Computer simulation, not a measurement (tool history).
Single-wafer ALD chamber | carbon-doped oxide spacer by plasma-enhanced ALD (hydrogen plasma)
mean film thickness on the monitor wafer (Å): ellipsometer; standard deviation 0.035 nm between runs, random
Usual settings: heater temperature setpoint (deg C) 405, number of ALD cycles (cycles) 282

run	hour	heater temperature setpoint (deg C)	number of ALD cycles (cycles)	read-back reference wafer on the same gauge, thickness_nm	mean film thickness on the monitor wafer (Å)
1	0.0	405	282	12.419	141.80
2	25.8	405	282	12.425	141.81
3	38.3	393	282	12.421	143.68
4	51.7	405	282	12.421	141.89
5	86.9	405	282	12.432	142.71
6	103.9	405	282	12.436	142.53
7	126.9	405	282	12.438	141.97
8	147.6	405	282	12.433	142.24
9	166.7	405	282	12.443	142.39
10	186.3	405	282	12.453	141.70
11	199.7	405	282	12.437	142.14
12	233.7	405	282	12.442	142.49
13	261.8	405	282	12.439	142.54
14	281.8	405	282	12.448	142.23
15	313.4	420	282	12.451	135.96
16	326.8	396	226	12.451	115.59
17	342.7	400	282	12.460	144.23
# hour 351.3: gauge calibrated
18	364.7	411	300	12.211	145.86
19	397.1	405	282	12.243	139.45
20	413.7	395	282	12.260	142.50
# hour 444.0: thermocouple changed; heater temperature recalibrated
21	445.5	405	282	12.283	140.06
22	480.6	411	299	12.314	147.54
23	512.8	405	282	12.314	140.63
24	537.9	405	227	12.338	113.31
25	561.9	414	325	12.357	158.72
26	589.4	391	282	12.358	142.97
27	609.4	410	248	12.377	122.32
28	628.0	405	282	12.387	141.21

What if the next run were any one of these 3? Each begins from the tool's condition after run 28:
A	628.8	405	282	?	?
B	628.8	419	337	?	?
C	628.8	414	305	?	?

run	read-back reference wafer on the same gauge, thickness_nm	mean film thickness on the monitor wafer (Å)
A	12.375	141.16
B	12.375	162.36
C	12.375	148.99
What these runs would have given with no unlogged condition in the tool:
run	mean film thickness on the monitor wafer (Å)
A	139.09
B	159.98
C	146.80
